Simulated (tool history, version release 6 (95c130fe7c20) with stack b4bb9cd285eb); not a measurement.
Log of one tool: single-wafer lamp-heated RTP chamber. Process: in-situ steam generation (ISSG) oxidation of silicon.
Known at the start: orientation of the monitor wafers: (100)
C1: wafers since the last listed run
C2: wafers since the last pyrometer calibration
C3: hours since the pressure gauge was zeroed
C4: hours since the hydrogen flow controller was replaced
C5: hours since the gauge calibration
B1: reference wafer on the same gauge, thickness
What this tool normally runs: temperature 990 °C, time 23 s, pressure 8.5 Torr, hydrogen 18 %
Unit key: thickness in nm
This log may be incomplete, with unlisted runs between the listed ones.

{"run": 1, "day": 0.0, "temperature": 976, "time": 23, "pressure": 8.5, "hydrogen": 18, "C1": 0, "C2": 2884, "C3": 1455.7, "C4": 1876.3, "C5": 351.0, "B1": 5.425, "thickness": 5.018}
{"run": 2, "day": 1.921, "temperature": 990, "time": 23, "pressure": 8.5, "hydrogen": 18, "C1": 449, "C2": 3333, "C3": 1501.8, "C4": 1922.4, "C5": 397.1, "B1": 5.431, "thickness": 5.311}
{"run": 3, "day": 4.896, "temperature": 990, "time": 23, "pressure": 8.5, "hydrogen": 18, "C1": 695, "C2": 4029, "C3": 1573.2, "C4": 1993.8, "C5": 468.5, "B1": 5.427, "thickness": 5.299}
{"run": 4, "day": 17.529, "temperature": 990, "time": 23, "pressure": 8.5, "hydrogen": 18, "C1": 2954, "C2": 6984, "C3": 1876.4, "C4": 2297.0, "C5": 771.7, "B1": 5.433, "thickness": 5.324}
{"day": 19.221, "done": "pressure gauge zeroed"}
{"run": 5, "day": 19.242, "temperature": 990, "time": 23, "pressure": 8.5, "hydrogen": 18, "C1": 322, "C2": 7306, "C3": 0.5, "C4": 2338.1, "C5": 812.8, "B1": 5.43, "thickness": 5.325}
{"run": 6, "day": 22.904, "temperature": 990, "time": 23, "pressure": 8.5, "hydrogen": 18, "C1": 856, "C2": 8163, "C3": 88.4, "C4": 2426.0, "C5": 900.7, "B1": 5.431, "thickness": 5.318}
{"run": 7, "day": 24.75, "temperature": 990, "time": 23, "pressure": 8.5, "hydrogen": 18, "C1": 431, "C2": 8595, "C3": 132.7, "C4": 2470.3, "C5": 945.0, "B1": 5.427, "thickness": 5.315}
{"day": 25.104, "done": "pyrometer window cleaned and pyrometer calibrated"}
{"run": 8, "day": 27.538, "temperature": 1001, "time": 31, "pressure": 8.5, "hydrogen": 22, "C1": 573, "C2": 569, "C3": 199.6, "C4": 2537.2, "C5": 1011.9, "B1": 5.428, "thickness": 6.619}
{"day": 28.238, "done": "hydrogen flow controller replaced"}
{"run": 9, "day": 30.983, "temperature": 1009, "time": 23, "pressure": 9.2, "hydrogen": 18, "C1": 727, "C2": 1297, "C3": 282.3, "C4": 65.9, "C5": 1094.6, "B1": 5.428, "thickness": 5.667}
{"day": 31.367, "done": "gauge calibrated"}
{"run": 10, "day": 33.979, "temperature": 990, "time": 23, "pressure": 8.5, "hydrogen": 18, "C1": 700, "C2": 1997, "C3": 354.2, "C4": 137.8, "C5": 62.7, "B1": 5.434, "thickness": 5.267}
{"run": 11, "day": 37.312, "temperature": 977, "time": 15, "pressure": 8.1, "hydrogen": 22, "C1": 779, "C2": 2777, "C3": 434.2, "C4": 217.8, "C5": 142.7, "B1": 5.429, "thickness": 4.374}
{"run": 12, "day": 41.275, "temperature": 990, "time": 23, "pressure": 8.5, "hydrogen": 18, "C1": 926, "C2": 3704, "C3": 529.3, "C4": 312.9, "C5": 237.8, "B1": 5.43, "thickness": 5.287}

Run 13 is up next; what results do you expect?
{"run": 13, "day": 44.788, "temperature": 1008, "time": 23, "pressure": 8.5, "hydrogen": 11, "C1": 821, "C2": 4525, "C3": 613.6, "C4": 397.2, "C5": 322.1, "B1": "?", "thickness": "?"}

B1: 5.428
thickness: 5.157 nm
Without the tool's hidden state the same run would have given thickness 5.061 nm.

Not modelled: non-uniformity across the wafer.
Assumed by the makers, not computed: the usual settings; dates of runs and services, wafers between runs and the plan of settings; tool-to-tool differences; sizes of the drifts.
